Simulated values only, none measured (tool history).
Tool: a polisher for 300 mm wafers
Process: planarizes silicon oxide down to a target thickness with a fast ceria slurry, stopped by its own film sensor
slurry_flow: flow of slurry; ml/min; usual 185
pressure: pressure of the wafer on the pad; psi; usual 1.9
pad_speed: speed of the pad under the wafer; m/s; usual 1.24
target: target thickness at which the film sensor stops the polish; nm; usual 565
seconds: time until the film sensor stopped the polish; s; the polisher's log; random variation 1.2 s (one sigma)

run   hour  slurry_flow  pressure  pad_speed  target  incoming thickness of the incoming film, nm  seconds
  1    0.0          185       1.9       1.24     565                                       1515.5     71.6
       4.3  -- worn pad replaced by a new one
  2    6.7          185       1.9       1.24     565                                       1541.9     71.0
  3   32.4          185       1.9       1.24     565                                       1521.7     72.4
  4   48.1          185       1.9       1.24     565                                       1514.8     69.6
  5   59.7          185       1.9       1.24     565                                       1531.9     73.0
     108.0  -- worn pad replaced by a new one
  6  108.5          185       1.9       1.24     565                                       1507.4     78.9
  7  117.8          185       1.9       1.24     657                                       1533.1     70.0
  8  125.2          185       1.9       1.24     657                                       1538.6     73.5
  9  137.3          185       1.9       1.24     657                                       1527.3     73.7
 10  148.5          185       1.9       1.24     565                                       1528.0     79.5
 11  157.7          185       1.9       1.24     565                                       1534.6     80.5
 12  172.8          185       1.9       1.24     565                                       1503.5     78.0
 13  185.0          185       1.9       1.24     565                                       1511.6     78.1
     194.1  -- worn pad replaced by a new one, repeated, since the last time left the tool worse
 14  200.7          185       1.9       1.24     565                                       1551.2     72.6
 15  215.8          185       1.9       1.24     565                                       1541.5     73.5
     236.6  -- slurry nozzle cleaned
 16  247.2          185       1.9       1.24     565                                       1519.0     71.6
 17  254.1          125       1.9       1.24     565                                       1515.4     75.9
     267.2  -- head pressure recalibrated
 18  269.7          185       2.3       1.24     565                                       1549.9     66.4
 19  278.3          145       2.4       1.24     565                                       1532.5     65.7
     293.4  -- worn pad replaced by a new one
 20  293.9          120       1.9       0.94     565                                       1542.7     97.2
 21  304.7          250       2.3       0.84     565                                       1535.4     84.9
 22  312.1          185       1.9       1.44     859                                       1520.4     43.0

The next listed run, before its measurement:
 23  323.7          185       1.9       1.24     565                                       1557.8        ?

Run 23 gave seconds 73.3 s.
Without the tool's hidden state the same run would have given seconds 72.1 s.

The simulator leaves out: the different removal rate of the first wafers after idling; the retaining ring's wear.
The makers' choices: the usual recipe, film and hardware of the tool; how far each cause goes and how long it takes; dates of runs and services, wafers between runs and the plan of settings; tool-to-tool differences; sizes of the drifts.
